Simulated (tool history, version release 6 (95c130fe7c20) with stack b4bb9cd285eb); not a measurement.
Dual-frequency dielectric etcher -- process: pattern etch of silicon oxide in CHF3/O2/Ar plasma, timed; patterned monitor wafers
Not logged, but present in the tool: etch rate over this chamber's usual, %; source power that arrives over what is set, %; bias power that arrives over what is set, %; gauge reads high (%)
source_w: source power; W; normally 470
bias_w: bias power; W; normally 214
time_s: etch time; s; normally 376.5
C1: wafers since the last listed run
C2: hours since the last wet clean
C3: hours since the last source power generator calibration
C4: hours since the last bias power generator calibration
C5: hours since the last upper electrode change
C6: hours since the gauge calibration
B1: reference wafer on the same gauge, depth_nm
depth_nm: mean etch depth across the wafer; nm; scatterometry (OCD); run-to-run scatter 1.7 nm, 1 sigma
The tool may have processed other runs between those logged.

Run 1, hour 0.0: usual settings; C1 0; C2 48.9; C3 2824.1; C4 3668.9; C5 4641.9; C6 153.2; B1 719.2. Result: depth_nm 700.6 nm.
Run 2, hour 33.3: usual settings; C1 140; C2 82.2; C3 2857.4; C4 3702.2; C5 4675.2; C6 186.5; B1 718.9. Result: depth_nm 699.0 nm.
Run 3, hour 46.3: usual settings; C1 54; C2 95.2; C3 2870.4; C4 3715.2; C5 4688.2; C6 199.5; B1 718.6. Result: depth_nm 696.9 nm.
Run 4, hour 70.2: usual settings; C1 100; C2 119.1; C3 2894.3; C4 3739.1; C5 4712.1; C6 223.4; B1 718.9. Result: depth_nm 694.6 nm.
Run 5, hour 95.7: usual settings; C1 107; C2 144.6; C3 2919.8; C4 3764.6; C5 4737.6; C6 248.9; B1 719.3. Result: depth_nm 691.9 nm.
Run 6, hour 130.2: usual settings; C1 145; C2 179.1; C3 2954.3; C4 3799.1; C5 4772.1; C6 283.4; B1 719.8. Result: depth_nm 694.2 nm.
Run 7, hour 154.3: usual settings; C1 101; C2 203.2; C3 2978.4; C4 3823.2; C5 4796.2; C6 307.5; B1 719.3. Result: depth_nm 693.3 nm.
Run 8, hour 185.3: usual settings but bias_w 237 W; C1 130; C2 234.2; C3 3009.4; C4 3854.2; C5 4827.2; C6 338.5; B1 719.1. Result: depth_nm 731.8 nm.
Run 9, hour 198.6: usual settings but bias_w 237 W; C1 56; C2 247.5; C3 3022.7; C4 3867.5; C5 4840.5; C6 351.8; B1 719.3. Result: depth_nm 729.7 nm.
Run 10, hour 230.3: usual settings but bias_w 195 W; C1 133; C2 279.2; C3 3054.4; C4 3899.2; C5 4872.2; C6 383.5; B1 719.6. Result: depth_nm 651.9 nm.
Run 11, hour 248.9: usual settings but bias_w 195 W; C1 78; C2 297.8; C3 3073.0; C4 3917.8; C5 4890.8; C6 402.1; B1 718.5. Result: depth_nm 650.5 nm.
At hour 281.5: bias power generator calibrated.
Run 12, hour 284.7: usual settings; C1 133; C2 333.6; C3 3108.8; C4 3.2; C5 4926.6; C6 437.9; B1 718.6. Result: depth_nm 685.9 nm.
At hour 298.0: source power generator calibrated.
Run 13, hour 305.1: usual settings; C1 69; C2 354.0; C3 7.1; C4 23.6; C5 4947.0; C6 458.3; B1 718.9. Result: depth_nm 682.7 nm.
Run 14, hour 320.8: usual settings; C1 66; C2 369.7; C3 22.8; C4 39.3; C5 4962.7; C6 474.0; B1 719.5. Result: depth_nm 685.8 nm.
At hour 352.0: upper electrode replaced.
At hour 369.8: wet clean of the chamber.
Run 15, hour 370.3: usual settings; C1 32; C2 0.5; C3 72.3; C4 88.8; C5 18.3; C6 523.5; B1 719.2. Result: depth_nm 744.3 nm.
Run 16, hour 382.9: usual settings but bias_w 232 W, time_s 311.5 s; C1 53; C2 13.1; C3 84.9; C4 101.4; C5 30.9; C6 536.1; B1 719.0. Result: depth_nm 641.1 nm.
Run 17, hour 410.9: usual settings but source_w 510 W, bias_w 232 W, time_s 489.5 s; C1 117; C2 41.1; C3 112.9; C4 129.4; C5 58.9; C6 564.1; B1 718.8. Result: depth_nm 1048.2 nm.
Run 18, hour 433.3: usual settings; C1 94; C2 63.5; C3 135.3; C4 151.8; C5 81.3; C6 586.5; B1 719.2. Result: depth_nm 739.5 nm.
At hour 495.0: wet clean of the chamber, repeated, since the last time left the tool worse.
Run 19, hour 495.5: usual settings but source_w 530 W, bias_w 228 W, time_s 295.5 s; C1 160; C2 0.5; C3 197.5; C4 214.0; C5 143.5; C6 648.7; B1 719.0. Result: depth_nm 605.7 nm.
At hour 502.4: gauge calibrated.
Run 20, hour 506.3: usual settings but bias_w 181 W, time_s 429.0 s; C1 45; C2 11.3; C3 208.3; C4 224.8; C5 154.3; C6 3.9; B1 719.0. Result: depth_nm 723.2 nm.
Run 21, hour 538.9: usual settings but source_w 540 W, bias_w 242 W, time_s 417.0 s; C1 137; C2 43.9; C3 240.9; C4 257.4; C5 186.9; C6 36.5; B1 719.1. Result: depth_nm 895.6 nm.
Run 22, hour 561.1: usual settings but source_w 580 W, bias_w 161 W, time_s 407.5 s; C1 93; C2 66.1; C3 263.1; C4 279.6; C5 209.1; C6 58.7; B1 719.2. Result: depth_nm 712.3 nm.
Run 23, hour 591.1: usual settings but source_w 510 W; C1 126; C2 96.1; C3 293.1; C4 309.6; C5 239.1; C6 88.7; B1 718.8. Result: depth_nm 726.0 nm.
Run 24, hour 638.9: usual settings but source_w 410 W; C1 201; C2 143.9; C3 340.9; C4 357.4; C5 286.9; C6 136.5; B1 718.6. Result: depth_nm 640.7 nm.
Run 25, hour 662.9: usual settings but time_s 485.0 s; C1 101; C2 167.9; C3 364.9; C4 381.4; C5 310.9; C6 160.5; B1 718.6. Result: depth_nm 893.8 nm.
Run 26, hour 682.8: usual settings but source_w 380 W, bias_w 254 W; C1 83; C2 187.8; C3 384.8; C4 401.3; C5 330.8; C6 180.4; B1 718.1. Result: depth_nm 675.8 nm.
Run 27, hour 697.1: usual settings; C1 60; C2 202.1; C3 399.1; C4 415.6; C5 345.1; C6 194.7; B1 718.9. Result: depth_nm 689.9 nm.
Run 28, hour 725.4: usual settings; C1 119; C2 230.4; C3 427.4; C4 443.9; C5 373.4; C6 223.0; B1 718.2. Result: depth_nm 689.3 nm.
Run 29, hour 737.7: usual settings but source_w 560 W, bias_w 168 W, time_s 477.0 s; C1 51; C2 242.7; C3 439.7; C4 456.2; C5 385.7; C6 235.3; B1 719.1. Result: depth_nm 833.6 nm.
Run 30, hour 765.1: usual settings but source_w 430 W, bias_w 235 W; C1 115; C2 270.1; C3 467.1; C4 483.6; C5 413.1; C6 262.7; B1 719.2. Result: depth_nm 693.4 nm.

4 options for the next run, each taken on its own from the tool as it stands now. Forecast them:
Run A, hour 765.6: usual settings but source_w 400 W; C1 2; C2 270.6; C3 467.6; C4 484.1; C5 413.6; C6 263.2; B1 ?. Result: depth_nm ?.
Run B, hour 765.6: usual settings but time_s 294.0 s; C1 2; C2 270.6; C3 467.6; C4 484.1; C5 413.6; C6 263.2; B1 ?. Result: depth_nm ?.
Run C, hour 765.6: usual settings but source_w 390 W, bias_w 239 W, time_s 309.5 s; C1 2; C2 270.6; C3 467.6; C4 484.1; C5 413.6; C6 263.2; B1 ?. Result: depth_nm ?.
Run D, hour 765.6: usual settings but time_s 461.0 s; C1 2; C2 270.6; C3 467.6; C4 484.1; C5 413.6; C6 263.2; B1 ?. Result: depth_nm ?.

run     B1  depth_nm
  A  719.2     630.1
  B  719.2     538.1
  C  719.2     543.2
  D  719.2     843.7
Had the tool no hidden state, the same runs would have come out as:
run  depth_nm
  A     643.4
  B     549.4
  C     554.7
  D     861.5

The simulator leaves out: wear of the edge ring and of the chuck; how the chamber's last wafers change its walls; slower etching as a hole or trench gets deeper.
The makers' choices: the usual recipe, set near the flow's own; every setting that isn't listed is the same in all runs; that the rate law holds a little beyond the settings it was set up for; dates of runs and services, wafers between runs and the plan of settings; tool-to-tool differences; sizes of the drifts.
